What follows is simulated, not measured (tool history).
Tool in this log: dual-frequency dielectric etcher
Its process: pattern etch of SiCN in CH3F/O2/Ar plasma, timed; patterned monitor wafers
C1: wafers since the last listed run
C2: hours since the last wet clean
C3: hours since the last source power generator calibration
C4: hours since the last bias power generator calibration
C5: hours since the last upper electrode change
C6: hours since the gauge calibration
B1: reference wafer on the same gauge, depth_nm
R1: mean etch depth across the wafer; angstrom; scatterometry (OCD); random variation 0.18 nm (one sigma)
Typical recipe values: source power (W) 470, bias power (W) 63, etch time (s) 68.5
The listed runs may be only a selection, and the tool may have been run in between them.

Run 1, hour 0: usual settings but bias power (W) 53; C1 0; C2 308.4; C3 3701.8; C4 2782.7; C5 5371.2; C6 712.9; B1 29.65. Result: R1 240.5 angstrom.
Run 2, hour 27.2: usual settings; C1 432; C2 335.6; C3 3729; C4 2809.9; C5 5398.4; C6 740.1; B1 29.67. Result: R1 266.5 angstrom.
Run 3, hour 46.6: usual settings; C1 308; C2 355; C3 3748.4; C4 2829.3; C5 5417.8; C6 759.5; B1 29.7. Result: R1 263.4 angstrom.
Run 4, hour 65.7: usual settings; C1 303; C2 374.1; C3 3767.5; C4 2848.4; C5 5436.9; C6 778.6; B1 29.6. Result: R1 265.5 angstrom.
Run 5, hour 97.8: usual settings but etch time (s) 76.5; C1 510; C2 406.2; C3 3799.6; C4 2880.5; C5 5469; C6 810.7; B1 29.65. Result: R1 297.4 angstrom.
Run 6, hour 116.8: usual settings but etch time (s) 76.5; C1 302; C2 425.2; C3 3818.6; C4 2899.5; C5 5488; C6 829.7; B1 29.72. Result: R1 297 angstrom.
At hour 142.7: gauge calibrated.
Run 7, hour 152.2: usual settings but etch time (s) 76.5; C1 562; C2 460.6; C3 3854; C4 2934.9; C5 5523.4; C6 9.5; B1 29.72. Result: R1 295.3 angstrom.
At hour 191.4: bias power generator calibrated.
Run 8, hour 194.3: usual settings; C1 605; C2 502.7; C3 3896.1; C4 2.9; C5 5565.5; C6 51.6; B1 29.62. Result: R1 263.8 angstrom.
Run 9, hour 222: usual settings; C1 440; C2 530.4; C3 3923.8; C4 30.6; C5 5593.2; C6 79.3; B1 29.69. Result: R1 267.2 angstrom.
At hour 246.3: wet clean of the chamber.
Run 10, hour 254.2: usual settings but source power (W) 540, bias power (W) 57, etch time (s) 57; C1 130; C2 7.9; C3 3956; C4 62.8; C5 5625.4; C6 111.5; B1 29.77. Result: R1 221.4 angstrom.
Run 11, hour 284.7: usual settings but source power (W) 550; C1 484; C2 38.4; C3 3986.5; C4 93.3; C5 5655.9; C6 142; B1 29.68. Result: R1 287.7 angstrom.
Run 12, hour 306.1: usual settings but source power (W) 390, etch time (s) 58.5; C1 340; C2 59.8; C3 4007.9; C4 114.7; C5 5677.3; C6 163.4; B1 29.67. Result: R1 209.5 angstrom.
At hour 326.1: source power generator calibrated.
Run 13, hour 326.6: usual settings but etch time (s) 54; C1 262; C2 80.3; C3 0.5; C4 135.2; C5 5697.8; C6 183.9; B1 29.7. Result: R1 208.9 angstrom.
Run 14, hour 357: usual settings but source power (W) 420, etch time (s) 59; C1 483; C2 110.7; C3 30.9; C4 165.6; C5 5728.2; C6 214.3; B1 29.66. Result: R1 217.9 angstrom.
Run 15, hour 416.5: usual settings; C1 945; C2 170.2; C3 90.4; C4 225.1; C5 5787.7; C6 273.8; B1 29.66. Result: R1 265 angstrom.
Run 16, hour 447.2: usual settings but source power (W) 420, bias power (W) 50, etch time (s) 74; C1 488; C2 200.9; C3 121.1; C4 255.8; C5 5818.4; C6 304.5; B1 29.69. Result: R1 237.9 angstrom.
At hour 533.5: upper electrode replaced.
Run 17, hour 534: usual settings but source power (W) 540; C1 998; C2 287.7; C3 207.9; C4 342.6; C5 0.5; C6 391.3; B1 29.68. Result: R1 282.2 angstrom.
Run 18, hour 534.3: usual settings but source power (W) 560, etch time (s) 75.5; C1 4; C2 288; C3 208.2; C4 342.9; C5 0.8; C6 391.6; B1 29.71. Result: R1 318 angstrom.
Run 19, hour 558.1: usual settings but source power (W) 430; C1 378; C2 311.8; C3 232; C4 366.7; C5 24.6; C6 415.4; B1 29.66. Result: R1 254.4 angstrom.
Run 20, hour 587.2: usual settings; C1 462; C2 340.9; C3 261.1; C4 395.8; C5 53.7; C6 444.5; B1 29.77. Result: R1 265.6 angstrom.
Run 21, hour 599.6: usual settings; C1 197; C2 353.3; C3 273.5; C4 408.2; C5 66.1; C6 456.9; B1 29.75. Result: R1 265.6 angstrom.
Run 22, hour 624.1: usual settings but etch time (s) 78; C1 389; C2 377.8; C3 298; C4 432.7; C5 90.6; C6 481.4; B1 29.67. Result: R1 303.8 angstrom.
Run 23, hour 668.5: usual settings but source power (W) 520, bias power (W) 57, etch time (s) 54.5; C1 705; C2 422.2; C3 342.4; C4 477.1; C5 135; C6 525.8; B1 29.72. Result: R1 209.2 angstrom.
Run 24, hour 687.9: usual settings; C1 308; C2 441.6; C3 361.8; C4 496.5; C5 154.4; C6 545.2; B1 29.7. Result: R1 265.9 angstrom.
Run 25, hour 707.7: usual settings but source power (W) 550, bias power (W) 68, etch time (s) 62; C1 314; C2 461.4; C3 381.6; C4 516.3; C5 174.2; C6 565; B1 29.7. Result: R1 267.4 angstrom.
Run 26, hour 727.5: usual settings; C1 314; C2 481.2; C3 401.4; C4 536.1; C5 194; C6 584.8; B1 29.68. Result: R1 268.9 angstrom.

What does the tool deliver on the next run?
Run 27, hour 763.4: usual settings but source power (W) 560, bias power (W) 49, etch time (s) 55.5; C1 570; C2 517.1; C3 437.3; C4 572; C5 229.9; C6 620.7; B1 ?. Result: R1 ?.

{"run 27": {"B1": 29.73, "R1": 203}}
If the tool had no hidden condition, the same run with the same run-to-run variation would have returned R1 203 angstrom.
